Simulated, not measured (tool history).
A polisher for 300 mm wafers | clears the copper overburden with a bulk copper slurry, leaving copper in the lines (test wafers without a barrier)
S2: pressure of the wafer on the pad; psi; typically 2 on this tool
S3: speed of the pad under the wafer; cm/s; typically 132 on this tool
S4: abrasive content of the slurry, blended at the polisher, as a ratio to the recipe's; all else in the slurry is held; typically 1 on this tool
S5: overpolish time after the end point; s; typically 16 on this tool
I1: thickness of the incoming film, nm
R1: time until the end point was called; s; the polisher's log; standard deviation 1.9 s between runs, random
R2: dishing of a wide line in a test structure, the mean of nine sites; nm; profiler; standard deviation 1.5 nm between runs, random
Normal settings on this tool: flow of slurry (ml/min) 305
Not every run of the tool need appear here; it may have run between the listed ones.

Run 1, hour 0: usual settings; I1 1064. Result: R1 113.6 s, R2 68.6 nm.
Run 2, hour 58.2: usual settings but flow of slurry (ml/min) 370, S5 11 s; I1 1069.9. Result: R1 115.1 s, R2 57.7 nm.
Run 3, hour 102.8: usual settings but flow of slurry (ml/min) 370, S5 11 s; I1 1061.2. Result: R1 108.1 s, R2 56.2 nm.
Run 4, hour 140.3: usual settings; I1 1058.6. Result: R1 117 s, R2 69.4 nm.
Run 5, hour 178.9: usual settings; I1 1069.8. Result: R1 115.2 s, R2 68.7 nm.
At hour 188.7: worn pad replaced by a new one.
At hour 200: slurry blender recalibrated.
Run 6, hour 226.1: usual settings; I1 1059.7. Result: R1 114.5 s, R2 70 nm.
Run 7, hour 253.7: usual settings; I1 1070.8. Result: R1 116.5 s, R2 67.7 nm.
At hour 287.2: slurry nozzle cleaned.
Run 8, hour 315.2: usual settings; I1 1065.4. Result: R1 113.8 s, R2 70.9 nm.
Run 9, hour 378.5: usual settings; I1 1050.5. Result: R1 110.4 s, R2 68.8 nm.
Run 10, hour 411.2: usual settings; I1 1070.5. Result: R1 111 s, R2 69.4 nm.
At hour 454.3: worn pad replaced by a new one.
Run 11, hour 470.3: usual settings; I1 1062.8. Result: R1 111.9 s, R2 70.9 nm.
Run 12, hour 521: usual settings; I1 1054.9. Result: R1 110.2 s, R2 69.1 nm.
Run 13, hour 580.9: usual settings but flow of slurry (ml/min) 390; I1 1069.8. Result: R1 110.4 s, R2 70 nm.
Run 14, hour 606.3: usual settings but flow of slurry (ml/min) 370, S5 11 s; I1 1051.8. Result: R1 107.8 s, R2 58.5 nm.
Run 15, hour 653.9: usual settings but flow of slurry (ml/min) 250, S2 2.3 psi, S4 0.9; I1 1049.1. Result: R1 104.2 s, R2 74.5 nm.
At hour 665.3: slurry blender recalibrated.
At hour 694.5: worn pad replaced by a new one.
Run 16, hour 719.2: usual settings but S3 172 cm/s, S4 0.7; I1 1085.1. Result: R1 102.1 s, R2 74.1 nm.
Run 17, hour 781.8: usual settings but S3 102 cm/s, S5 8 s; I1 1088.5. Result: R1 149.2 s, R2 38.3 nm.
At hour 808.7: head pressure recalibrated.
Run 18, hour 811.5: usual settings but S5 11 s; I1 1071.6. Result: R1 116.8 s, R2 56.6 nm.
Run 19, hour 886.9: usual settings; I1 1078.7. Result: R1 116.9 s, R2 71.3 nm.
At hour 953.3: worn pad replaced by a new one.
Run 20, hour 972.6: usual settings but flow of slurry (ml/min) 205, S2 2.6 psi, S3 158 cm/s, S4 0.9; I1 1067.1. Result: R1 82.4 s, R2 79.9 nm.
At hour 996.5: slurry nozzle cleaned.
Run 21, hour 1040.4: usual settings; I1 1074.4. Result: R1 109.2 s, R2 70.7 nm.
Run 22, hour 1094.8: usual settings but flow of slurry (ml/min) 240, S2 2.6 psi, S3 170 cm/s, S4 0.8; I1 1055.2. Result: R1 73.3 s, R2 87.1 nm.
Run 23, hour 1166.4: usual settings but S2 1.7 psi, S4 1.3; I1 1079.5. Result: R1 119 s, R2 64.6 nm.
At hour 1182.1: slurry blender recalibrated.
At hour 1208.6: worn pad replaced by a new one.
Run 24, hour 1291.4: usual settings but S2 2.4 psi, S5 19 s; I1 1088.8. Result: R1 96.1 s, R2 81.1 nm.
Run 25, hour 1337.7: usual settings but flow of slurry (ml/min) 235, S4 1.2; I1 1065.6. Result: R1 108.4 s, R2 71.1 nm.

Below are 5 alternative next runs, each starting from the tool's condition after run 25. Predict each:
Run A, hour 1338.2: usual settings but flow of slurry (ml/min) 350; I1 1072.4. Result: R1 ?, R2 ?.
Run B, hour 1338.2: usual settings but S2 2.4 psi, S5 10 s; I1 1072.4. Result: R1 ?, R2 ?.
Run C, hour 1338.2: usual settings but S3 96 cm/s, S4 0.9, S5 8 s; I1 1072.4. Result: R1 ?, R2 ?.
Run D, hour 1338.2: usual settings but S2 2.2 psi, S3 106 cm/s, S4 0.85, S5 20 s; I1 1072.4. Result: R1 ?, R2 ?.
Run E, hour 1338.2: usual settings but flow of slurry (ml/min) 240, S3 162 cm/s; I1 1072.4. Result: R1 ?, R2 ?.

run     R1    R2
  A  115.6  70.4
  B   98.5  61.9
  C  167.5  36.2
  D  141.4  72.5
  E   98.6  75.3
Without the tool's unlogged condition, the same runs would have read:
run     R1    R2
  A  113.6    71
  B   96.6  62.6
  C  164.2  36.8
  D  138.7  73.1
  E   96.1    76
